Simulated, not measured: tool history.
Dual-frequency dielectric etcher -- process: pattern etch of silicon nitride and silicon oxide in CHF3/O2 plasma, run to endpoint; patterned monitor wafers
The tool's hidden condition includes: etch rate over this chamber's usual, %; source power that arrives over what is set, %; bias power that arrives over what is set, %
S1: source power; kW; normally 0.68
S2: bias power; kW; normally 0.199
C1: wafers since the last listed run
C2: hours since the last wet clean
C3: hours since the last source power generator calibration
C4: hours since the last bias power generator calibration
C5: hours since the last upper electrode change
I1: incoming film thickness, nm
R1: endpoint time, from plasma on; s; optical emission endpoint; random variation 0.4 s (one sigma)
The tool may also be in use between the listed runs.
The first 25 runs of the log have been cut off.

run	hour	S1	S2	C1	C2	C3	C4	C5	I1	R1
26	1932.1	0.58	0.199	390	119.8	1771.8	225.2	1677.2	182.8	102.6
27	1996.6	0.68	0.199	559	184.3	1836.3	289.7	1741.7	182.9	96.6
28	2073.9	0.68	0.199	670	261.6	1913.6	367	1819	184.4	98.2
29	2153.3	0.68	0.175	689	341	1993	446.4	1898.4	183.7	104.9
30	2212.1	0.68	0.199	510	399.8	2051.8	505.2	1957.2	184.3	97.3
31	2257.5	0.51	0.153	394	445.2	2097.2	550.6	2002.6	182.1	126.3
32	2303.6	0.55	0.152	400	491.3	2143.3	596.7	2048.7	182.8	123.8
33	2396.7	0.68	0.159	808	584.4	2236.4	689.8	2141.8	182.9	110.6
# hour 2617.4: wet clean of the chamber
34	2629.1	0.68	0.199	1808	11.7	2468.8	922.2	2374.2	183.9	97.7
35	2679	0.74	0.177	433	61.6	2518.7	972.1	2424.1	184.7	101.7

Here are 4 independent what-if runs from the current tool condition. What would each one return?
A	2679.5	0.68	0.216	4	62.1	2519.2	972.6	2424.6	182.6	?
B	2679.5	0.68	0.155	4	62.1	2519.2	972.6	2424.6	182.6	?
C	2679.5	0.59	0.217	4	62.1	2519.2	972.6	2424.6	182.6	?
D	2679.5	0.61	0.16	4	62.1	2519.2	972.6	2424.6	182.6	?

run	R1
A	93.3
B	111.7
C	98.3
D	114.6
Stripped of hidden state, with their random variation kept, the same runs would have yielded:
run	R1
A	91.8
B	110
C	96.8
D	112.8
